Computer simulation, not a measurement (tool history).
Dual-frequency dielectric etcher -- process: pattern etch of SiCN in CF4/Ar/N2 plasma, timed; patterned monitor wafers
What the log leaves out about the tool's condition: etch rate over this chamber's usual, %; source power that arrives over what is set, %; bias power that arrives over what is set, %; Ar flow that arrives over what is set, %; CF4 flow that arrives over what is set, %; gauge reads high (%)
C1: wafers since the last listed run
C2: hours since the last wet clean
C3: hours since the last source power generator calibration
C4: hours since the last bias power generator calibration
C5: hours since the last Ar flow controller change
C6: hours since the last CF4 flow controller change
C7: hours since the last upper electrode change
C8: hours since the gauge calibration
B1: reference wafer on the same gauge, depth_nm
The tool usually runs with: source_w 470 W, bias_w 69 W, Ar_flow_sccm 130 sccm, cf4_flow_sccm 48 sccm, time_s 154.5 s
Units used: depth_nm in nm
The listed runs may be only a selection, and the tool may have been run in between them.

{"run": 1, "day": 0.0, "source_w": 470, "bias_w": 69, "Ar_flow_sccm": 130, "cf4_flow_sccm": 48, "time_s": 154.5, "C1": 0, "C2": 398.3, "C3": 4211.4, "C4": 67.0, "C5": 2607.9, "C6": 5221.3, "C7": 4509.5, "C8": 149.0, "B1": 168.0, "depth_nm": 140.7}
{"day": 1.429, "done": "wet clean of the chamber"}
{"run": 2, "day": 1.45, "source_w": 470, "bias_w": 69, "Ar_flow_sccm": 130, "cf4_flow_sccm": 48, "time_s": 154.5, "C1": 68, "C2": 0.5, "C3": 4246.2, "C4": 101.8, "C5": 2642.7, "C6": 5256.1, "C7": 4544.3, "C8": 183.8, "B1": 167.9, "depth_nm": 140.2}
{"run": 3, "day": 3.738, "source_w": 530, "bias_w": 76, "Ar_flow_sccm": 130, "cf4_flow_sccm": 45, "time_s": 154.5, "C1": 345, "C2": 55.4, "C3": 4301.1, "C4": 156.7, "C5": 2697.6, "C6": 5311.0, "C7": 4599.2, "C8": 238.7, "B1": 167.9, "depth_nm": 163.6}
{"run": 4, "day": 6.438, "source_w": 510, "bias_w": 69, "Ar_flow_sccm": 130, "cf4_flow_sccm": 37, "time_s": 169.0, "C1": 408, "C2": 120.2, "C3": 4365.9, "C4": 221.5, "C5": 2762.4, "C6": 5375.8, "C7": 4664.0, "C8": 303.5, "B1": 168.3, "depth_nm": 162.8}
{"run": 5, "day": 9.15, "source_w": 470, "bias_w": 69, "Ar_flow_sccm": 130, "cf4_flow_sccm": 48, "time_s": 154.5, "C1": 410, "C2": 185.3, "C3": 4431.0, "C4": 286.6, "C5": 2827.5, "C6": 5440.9, "C7": 4729.1, "C8": 368.6, "B1": 168.1, "depth_nm": 139.7}
{"run": 6, "day": 11.092, "source_w": 520, "bias_w": 58, "Ar_flow_sccm": 106, "cf4_flow_sccm": 48, "time_s": 154.5, "C1": 293, "C2": 231.9, "C3": 4477.6, "C4": 333.2, "C5": 2874.1, "C6": 5487.5, "C7": 4775.7, "C8": 415.2, "B1": 168.0, "depth_nm": 146.2}
{"run": 7, "day": 12.442, "source_w": 470, "bias_w": 69, "Ar_flow_sccm": 148, "cf4_flow_sccm": 48, "time_s": 154.5, "C1": 204, "C2": 264.3, "C3": 4510.0, "C4": 365.6, "C5": 2906.5, "C6": 5519.9, "C7": 4808.1, "C8": 447.6, "B1": 167.9, "depth_nm": 137.9}
{"day": 18.908, "done": "wet clean of the chamber"}
{"run": 8, "day": 18.929, "source_w": 470, "bias_w": 76, "Ar_flow_sccm": 130, "cf4_flow_sccm": 48, "time_s": 113.5, "C1": 829, "C2": 0.5, "C3": 4665.7, "C4": 521.3, "C5": 3062.2, "C6": 5675.6, "C7": 4963.8, "C8": 603.3, "B1": 168.1, "depth_nm": 107.2}
{"run": 9, "day": 19.792, "source_w": 470, "bias_w": 69, "Ar_flow_sccm": 140, "cf4_flow_sccm": 38, "time_s": 154.5, "C1": 130, "C2": 21.2, "C3": 4686.4, "C4": 542.0, "C5": 3082.9, "C6": 5696.3, "C7": 4984.5, "C8": 624.0, "B1": 167.8, "depth_nm": 135.4}
{"day": 21.471, "done": "Ar flow controller replaced"}
{"run": 10, "day": 21.492, "source_w": 470, "bias_w": 82, "Ar_flow_sccm": 155, "cf4_flow_sccm": 57, "time_s": 154.5, "C1": 219, "C2": 62.0, "C3": 4727.2, "C4": 582.8, "C5": 0.5, "C6": 5737.1, "C7": 5025.3, "C8": 664.8, "B1": 168.1, "depth_nm": 153.5}
{"day": 23.596, "done": "upper electrode replaced"}
{"run": 11, "day": 23.817, "source_w": 470, "bias_w": 69, "Ar_flow_sccm": 115, "cf4_flow_sccm": 48, "time_s": 154.5, "C1": 200, "C2": 117.8, "C3": 4783.0, "C4": 638.6, "C5": 56.3, "C6": 5792.9, "C7": 5.3, "C8": 720.6, "B1": 167.9, "depth_nm": 140.9}
{"day": 26.512, "done": "CF4 flow controller replaced"}
{"run": 12, "day": 26.533, "source_w": 420, "bias_w": 61, "Ar_flow_sccm": 130, "cf4_flow_sccm": 48, "time_s": 198.5, "C1": 372, "C2": 183.0, "C3": 4848.2, "C4": 703.8, "C5": 121.5, "C6": 0.5, "C7": 70.5, "C8": 785.8, "B1": 168.1, "depth_nm": 151.8}
{"day": 27.671, "done": "source power generator calibrated"}
{"run": 13, "day": 29.129, "source_w": 470, "bias_w": 69, "Ar_flow_sccm": 130, "cf4_flow_sccm": 48, "time_s": 182.5, "C1": 367, "C2": 245.3, "C3": 35.0, "C4": 766.1, "C5": 183.8, "C6": 62.8, "C7": 132.8, "C8": 848.1, "B1": 168.1, "depth_nm": 166.0}
{"run": 14, "day": 31.5, "source_w": 470, "bias_w": 69, "Ar_flow_sccm": 130, "cf4_flow_sccm": 48, "time_s": 154.5, "C1": 358, "C2": 302.2, "C3": 91.9, "C4": 823.0, "C5": 240.7, "C6": 119.7, "C7": 189.7, "C8": 905.0, "B1": 168.1, "depth_nm": 142.0}

Predict the results of run 15:
{"run": 15, "day": 34.2, "source_w": 510, "bias_w": 69, "Ar_flow_sccm": 107, "cf4_flow_sccm": 44, "time_s": 154.5, "C1": 408, "C2": 367.0, "C3": 156.7, "C4": 887.8, "C5": 305.5, "C6": 184.5, "C7": 254.5, "C8": 969.8, "B1": "?", "depth_nm": "?"}

{"run 15": {"B1": 168.0, "depth_nm": 154.1}}
The same run, on a tool lacking any hidden state, would have yielded depth_nm 154.1 nm.
